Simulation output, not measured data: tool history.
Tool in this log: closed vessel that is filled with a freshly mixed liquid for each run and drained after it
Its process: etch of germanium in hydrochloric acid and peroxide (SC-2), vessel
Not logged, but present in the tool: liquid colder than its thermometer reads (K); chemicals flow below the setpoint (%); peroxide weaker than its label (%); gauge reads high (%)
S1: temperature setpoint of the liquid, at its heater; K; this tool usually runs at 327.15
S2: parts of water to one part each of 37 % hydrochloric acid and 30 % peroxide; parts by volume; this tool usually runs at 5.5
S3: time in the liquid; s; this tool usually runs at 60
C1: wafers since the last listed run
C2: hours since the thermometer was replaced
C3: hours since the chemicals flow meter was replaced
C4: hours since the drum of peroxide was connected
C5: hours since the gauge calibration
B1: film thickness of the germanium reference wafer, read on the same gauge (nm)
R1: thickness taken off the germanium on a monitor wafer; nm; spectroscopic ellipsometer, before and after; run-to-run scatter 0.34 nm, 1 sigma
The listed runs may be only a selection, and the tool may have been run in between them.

Run 1, hour 0: usual settings; C1 0; C2 761.6; C3 410.4; C4 932.2; C5 168.9; B1 69.98. Result: R1 165.06 nm.
Run 2, hour 34.8: usual settings; C1 4530; C2 796.4; C3 445.2; C4 967; C5 203.7; B1 69.99. Result: R1 164.89 nm.
Run 3, hour 66.9: usual settings; C1 4178; C2 828.5; C3 477.3; C4 999.1; C5 235.8; B1 70.03. Result: R1 165.12 nm.
Run 4, hour 80.1: usual settings; C1 1718; C2 841.7; C3 490.5; C4 1012.3; C5 249; B1 70. Result: R1 165.01 nm.
Run 5, hour 97.3: usual settings; C1 2238; C2 858.9; C3 507.7; C4 1029.5; C5 266.2; B1 70.02. Result: R1 164.89 nm.
Run 6, hour 111: usual settings but S2 7.5 parts by volume, S3 35 s; C1 1783; C2 872.6; C3 521.4; C4 1043.2; C5 279.9; B1 69.99. Result: R1 94.93 nm.
Run 7, hour 131.7: usual settings but S2 7.5 parts by volume, S3 35 s; C1 2694; C2 893.3; C3 542.1; C4 1063.9; C5 300.6; B1 70. Result: R1 94.68 nm.
Run 8, hour 155.6: usual settings but S2 4 parts by volume; C1 3111; C2 917.2; C3 566; C4 1087.8; C5 324.5; B1 70. Result: R1 166.11 nm.
Run 9, hour 182.8: usual settings but S2 4 parts by volume; C1 3540; C2 944.4; C3 593.2; C4 1115; C5 351.7; B1 70. Result: R1 165.26 nm.
Run 10, hour 197.2: usual settings; C1 1874; C2 958.8; C3 607.6; C4 1129.4; C5 366.1; B1 70. Result: R1 164.14 nm.
Run 11, hour 213.2: usual settings; C1 2082; C2 974.8; C3 623.6; C4 1145.4; C5 382.1; B1 69.99. Result: R1 164.73 nm.
Run 12, hour 242.2: usual settings; C1 3775; C2 1003.8; C3 652.6; C4 1174.4; C5 411.1; B1 69.99. Result: R1 165.02 nm.
Run 13, hour 271.3: usual settings; C1 3788; C2 1032.9; C3 681.7; C4 1203.5; C5 440.2; B1 69.99. Result: R1 164.25 nm.
At hour 281.5: thermometer replaced.
Run 14, hour 297.7: usual settings but S1 322.65 K, S2 6.5 parts by volume, S3 35 s; C1 3306; C2 16.2; C3 708.1; C4 1229.9; C5 466.6; B1 70.01. Result: R1 84.34 nm.
At hour 311.1: new drum of peroxide connected.
Run 15, hour 312.1: usual settings but S2 8 parts by volume; C1 1744; C2 30.6; C3 722.5; C4 1; C5 481; B1 70.01. Result: R1 164.47 nm.
Run 16, hour 335: usual settings but S1 331.15 K, S2 6.5 parts by volume; C1 2980; C2 53.5; C3 745.4; C4 23.9; C5 503.9; B1 70.02. Result: R1 188.02 nm.
At hour 363.3: chemicals flow meter replaced.
Run 17, hour 367.5: usual settings; C1 4100; C2 86; C3 4.2; C4 56.4; C5 536.4; B1 70.02. Result: R1 167.55 nm.
Run 18, hour 387.7: usual settings but S1 319.65 K, S2 7 parts by volume, S3 80 s; C1 2629; C2 106.2; C3 24.4; C4 76.6; C5 556.6; B1 69.97. Result: R1 173.48 nm.
Run 19, hour 400.8: usual settings but S2 4.5 parts by volume, S3 80 s; C1 1705; C2 119.3; C3 37.5; C4 89.7; C5 569.7; B1 70.03. Result: R1 224.56 nm.
Run 20, hour 423.5: usual settings; C1 2954; C2 142; C3 60.2; C4 112.4; C5 592.4; B1 70.02. Result: R1 167.16 nm.
Run 21, hour 440.2: usual settings; C1 2173; C2 158.7; C3 76.9; C4 129.1; C5 609.1; B1 70.01. Result: R1 166.82 nm.
At hour 448.1: gauge calibrated.
Run 22, hour 470: usual settings; C1 3879; C2 188.5; C3 106.7; C4 158.9; C5 21.9; B1 70.01. Result: R1 167.53 nm.
Run 23, hour 486.3: usual settings but S1 330.65 K, S3 70 s; C1 2121; C2 204.8; C3 123; C4 175.2; C5 38.2; B1 69.98. Result: R1 216.72 nm.
Run 24, hour 511.1: usual settings but S2 7.5 parts by volume; C1 3228; C2 229.6; C3 147.8; C4 200; C5 63; B1 70.02. Result: R1 164.36 nm.
Run 25, hour 539.7: usual settings; C1 3722; C2 258.2; C3 176.4; C4 228.6; C5 91.6; B1 70.01. Result: R1 166.61 nm.
Run 26, hour 559.7: usual settings but S1 323.65 K, S2 7.5 parts by volume, S3 40 s; C1 2603; C2 278.2; C3 196.4; C4 248.6; C5 111.6; B1 70. Result: R1 98.33 nm.
Run 27, hour 584.5: usual settings but S1 331.65 K, S2 4 parts by volume, S3 95 s; C1 3228; C2 303; C3 221.2; C4 273.4; C5 136.4; B1 70. Result: R1 306.41 nm.
Run 28, hour 601.5: usual settings; C1 2212; C2 320; C3 238.2; C4 290.4; C5 153.4; B1 70. Result: R1 166.4 nm.
Run 29, hour 623.1: usual settings but S1 320.65 K, S3 35 s; C1 2811; C2 341.6; C3 259.8; C4 312; C5 175; B1 70.01. Result: R1 78.87 nm.

Each row is a separate what-if for the run after 29, all from the same tool condition, not one after another. Results?
Run A, hour 623.8: usual settings; C1 91; C2 342.3; C3 260.5; C4 312.7; C5 175.7; B1 ?. Result: R1 ?.
Run B, hour 623.8: usual settings but S2 8.5 parts by volume, S3 30 s; C1 91; C2 342.3; C3 260.5; C4 312.7; C5 175.7; B1 ?. Result: R1 ?.
Run C, hour 623.8: usual settings but S3 75 s; C1 91; C2 342.3; C3 260.5; C4 312.7; C5 175.7; B1 ?. Result: R1 ?.
Run D, hour 623.8: usual settings but S2 8 parts by volume, S3 30 s; C1 91; C2 342.3; C3 260.5; C4 312.7; C5 175.7; B1 ?. Result: R1 ?.
Run E, hour 623.8: usual settings but S1 330.15 K, S2 7.5 parts by volume, S3 45 s; C1 91; C2 342.3; C3 260.5; C4 312.7; C5 175.7; B1 ?. Result: R1 ?.

run  B1      R1
  A  70  167.22
  B  70   81.59
  C  70  209.03
  D  70   81.97
  E  70  135.42
Without the tool's hidden state the same runs would have given:
run      R1
  A  168.64
  B   82.27
  C   210.8
  D   82.66
  E  136.54

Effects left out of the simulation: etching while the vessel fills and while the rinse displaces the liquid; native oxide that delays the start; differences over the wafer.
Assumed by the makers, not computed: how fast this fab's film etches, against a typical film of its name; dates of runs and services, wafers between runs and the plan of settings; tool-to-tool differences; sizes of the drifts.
